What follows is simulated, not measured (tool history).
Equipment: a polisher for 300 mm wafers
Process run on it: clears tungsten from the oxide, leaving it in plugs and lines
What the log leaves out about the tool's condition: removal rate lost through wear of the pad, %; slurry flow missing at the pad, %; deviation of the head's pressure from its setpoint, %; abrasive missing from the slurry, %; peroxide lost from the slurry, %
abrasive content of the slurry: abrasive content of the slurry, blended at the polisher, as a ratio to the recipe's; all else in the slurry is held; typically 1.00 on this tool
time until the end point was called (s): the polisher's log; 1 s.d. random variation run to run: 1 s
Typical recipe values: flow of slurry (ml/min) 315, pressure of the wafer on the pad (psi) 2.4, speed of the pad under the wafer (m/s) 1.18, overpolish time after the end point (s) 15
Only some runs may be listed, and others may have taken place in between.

| run | hour | flow of slurry (ml/min) | pressure of the wafer on the pad (psi) | speed of the pad under the wafer (m/s) | abrasive content of the slurry | overpolish time after the end point (s) | wafers since the last listed run | wafers polished on this pad | hours since the slurry nozzle was cleaned | hours since the head pressure was calibrated | hours since the slurry blender was calibrated | hours since the slurry got fresh peroxide | incoming thickness of the incoming film, nm | time until the end point was called (s) |
|---|---|---|---|---|---|---|---|---|---|---|---|---|---|---|
| 1 | 0.0 | 315 | 2.4 | 1.18 | 1.00 | 15 | 0 | 1380 | 478.1 | 554.5 | 8.1 | 28.5 | 434.6 | 114.0 |
|  | 12.8 | worn pad replaced by a new one |
| 2 | 31.0 | 315 | 2.4 | 1.18 | 1.00 | 15 | 218 | 146 | 509.1 | 585.5 | 39.1 | 59.5 | 427.7 | 106.3 |
| 3 | 60.2 | 315 | 2.4 | 1.18 | 1.00 | 15 | 236 | 383 | 538.3 | 614.7 | 68.3 | 88.7 | 441.1 | 111.1 |
| 4 | 82.2 | 315 | 2.4 | 1.18 | 1.00 | 15 | 178 | 561 | 560.3 | 636.7 | 90.3 | 110.7 | 432.6 | 110.4 |
| 5 | 115.4 | 315 | 2.4 | 1.18 | 1.00 | 15 | 268 | 829 | 593.5 | 669.9 | 123.5 | 143.9 | 437.0 | 113.1 |
|  | 124.0 | slurry tank refilled with fresh slurry and peroxide |
| 6 | 145.9 | 315 | 2.4 | 1.18 | 1.00 | 15 | 238 | 1068 | 624.0 | 700.4 | 154.0 | 21.9 | 441.1 | 114.7 |
|  | 169.2 | worn pad replaced by a new one, of another model than before |
| 7 | 169.7 | 315 | 2.4 | 1.18 | 1.00 | 15 | 160 | 4 | 647.8 | 724.2 | 177.8 | 45.7 | 428.9 | 103.8 |
|  | 192.6 | slurry blender recalibrated |
| 8 | 199.9 | 315 | 2.4 | 1.18 | 1.00 | 15 | 228 | 232 | 678.0 | 754.4 | 7.3 | 75.9 | 435.6 | 108.6 |
| 9 | 222.1 | 315 | 2.4 | 1.42 | 1.00 | 15 | 179 | 412 | 700.2 | 776.6 | 29.5 | 98.1 | 433.4 | 92.6 |
| 10 | 253.2 | 370 | 2.4 | 1.02 | 0.80 | 15 | 251 | 663 | 731.3 | 807.7 | 60.6 | 129.2 | 430.2 | 133.6 |
|  | 260.6 | slurry tank refilled with fresh slurry and peroxide |
| 11 | 286.2 | 400 | 2.4 | 1.00 | 1.00 | 15 | 258 | 922 | 764.3 | 840.7 | 93.6 | 25.6 | 430.1 | 132.1 |
| 12 | 320.7 | 315 | 2.4 | 1.18 | 1.00 | 15 | 279 | 1201 | 798.8 | 875.2 | 128.1 | 60.1 | 433.4 | 110.6 |
|  | 353.3 | head pressure recalibrated |
| 13 | 355.6 | 315 | 2.4 | 1.18 | 1.15 | 19 | 266 | 1468 | 833.7 | 2.3 | 163.0 | 95.0 | 433.7 | 108.8 |
|  | 361.3 | slurry blender recalibrated |
|  | 369.3 | worn pad replaced by a new one |
| 14 | 370.5 | 315 | 2.4 | 1.18 | 1.30 | 15 | 72 | 9 | 848.6 | 17.2 | 9.2 | 109.9 | 438.6 | 100.8 |
|  | 376.3 | slurry nozzle cleaned |
| 15 | 387.2 | 400 | 2.4 | 1.42 | 1.00 | 15 | 127 | 136 | 10.9 | 33.9 | 25.9 | 126.6 | 425.6 | 86.8 |
|  | 393.2 | slurry tank refilled with fresh slurry and peroxide |
| 16 | 416.7 | 370 | 2.4 | 1.18 | 1.00 | 15 | 230 | 367 | 40.4 | 63.4 | 55.4 | 23.5 | 436.2 | 109.4 |
| 17 | 441.5 | 315 | 2.4 | 1.18 | 1.00 | 13 | 200 | 568 | 65.2 | 88.2 | 80.2 | 48.3 | 440.5 | 113.8 |
| 18 | 469.6 | 315 | 2.4 | 1.18 | 1.00 | 15 | 227 | 795 | 93.3 | 116.3 | 108.3 | 76.4 | 430.5 | 109.8 |
| 19 | 501.4 | 315 | 1.7 | 1.18 | 1.00 | 21 | 257 | 1052 | 125.1 | 148.1 | 140.1 | 108.2 | 429.8 | 141.6 |

Hidden state, per run?
slurry flow missing at the pad, %: 0 across all the runs
deviation of the head's pressure from its setpoint, %: 0 across all the runs
abrasive missing from the slurry, %: 0 across all the runs
peroxide lost from the slurry, %: 0 across all the runs
H1: removal rate lost through wear of the pad, %
| run | H1 |
|---|---|
| 1 | 6.5 |
| 2 | 1.63 |
| 3 | 3.33 |
| 4 | 4.17 |
| 5 | 4.98 |
| 6 | 5.42 |
| 7 | 0.544 |
| 8 | 2.89 |
| 9 | 4 |
| 10 | 5.01 |
| 11 | 5.64 |
| 12 | 6.02 |
| 13 | 6.23 |
| 14 | 0.788 |
| 15 | 2.21 |
| 16 | 3.94 |
| 17 | 4.87 |
| 18 | 5.54 |
| 19 | 6.01 |

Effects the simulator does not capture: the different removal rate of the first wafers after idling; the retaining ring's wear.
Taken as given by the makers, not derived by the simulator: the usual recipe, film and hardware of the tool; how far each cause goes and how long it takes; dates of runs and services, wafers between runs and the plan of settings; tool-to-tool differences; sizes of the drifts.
